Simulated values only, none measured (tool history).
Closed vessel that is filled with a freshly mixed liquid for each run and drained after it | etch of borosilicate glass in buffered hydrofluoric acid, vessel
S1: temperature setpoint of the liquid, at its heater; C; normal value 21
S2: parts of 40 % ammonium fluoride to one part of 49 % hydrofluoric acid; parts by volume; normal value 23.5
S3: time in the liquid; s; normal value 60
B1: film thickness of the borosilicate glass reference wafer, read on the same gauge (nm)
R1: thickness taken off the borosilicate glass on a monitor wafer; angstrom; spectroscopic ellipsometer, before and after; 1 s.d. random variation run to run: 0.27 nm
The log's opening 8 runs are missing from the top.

{"day": 25.788, "done": "hydrofluoric acid flow meter replaced"}
{"run": 9, "day": 26.971, "S1": 19, "S2": 23.5, "S3": 60, "B1": 39.98, "R1": 268.8}
{"run": 10, "day": 33.142, "S1": 21, "S2": 29, "S3": 60, "B1": 39.97, "R1": 259.3}
{"run": 11, "day": 37.604, "S1": 21, "S2": 23.5, "S3": 60, "B1": 40.01, "R1": 296.1}
{"day": 39.75, "done": "gauge calibrated"}
{"run": 12, "day": 40.342, "S1": 21, "S2": 23.5, "S3": 60, "B1": 39.99, "R1": 304.2}
{"run": 13, "day": 43.271, "S1": 21, "S2": 23.5, "S3": 60, "B1": 40.03, "R1": 300.7}
{"run": 14, "day": 46.904, "S1": 21, "S2": 23.5, "S3": 60, "B1": 39.99, "R1": 301.3}
{"day": 47.362, "done": "thermometer replaced"}
{"run": 15, "day": 50.304, "S1": 21, "S2": 23.5, "S3": 60, "B1": 39.99, "R1": 285.5}
{"run": 16, "day": 52.538, "S1": 21, "S2": 23.5, "S3": 60, "B1": 39.95, "R1": 289.1}
{"run": 17, "day": 54.462, "S1": 17.5, "S2": 30, "S3": 80, "B1": 40.03, "R1": 271.2}

Expected results for the next run?
{"run": 18, "day": 58.5, "S1": 21, "S2": 20.5, "S3": 60, "B1": "?", "R1": "?"}

{"run 18": {"B1": 40.01, "R1": 317.8}}
Without the tool's hidden state the same run would have given R1 313.8 angstrom.

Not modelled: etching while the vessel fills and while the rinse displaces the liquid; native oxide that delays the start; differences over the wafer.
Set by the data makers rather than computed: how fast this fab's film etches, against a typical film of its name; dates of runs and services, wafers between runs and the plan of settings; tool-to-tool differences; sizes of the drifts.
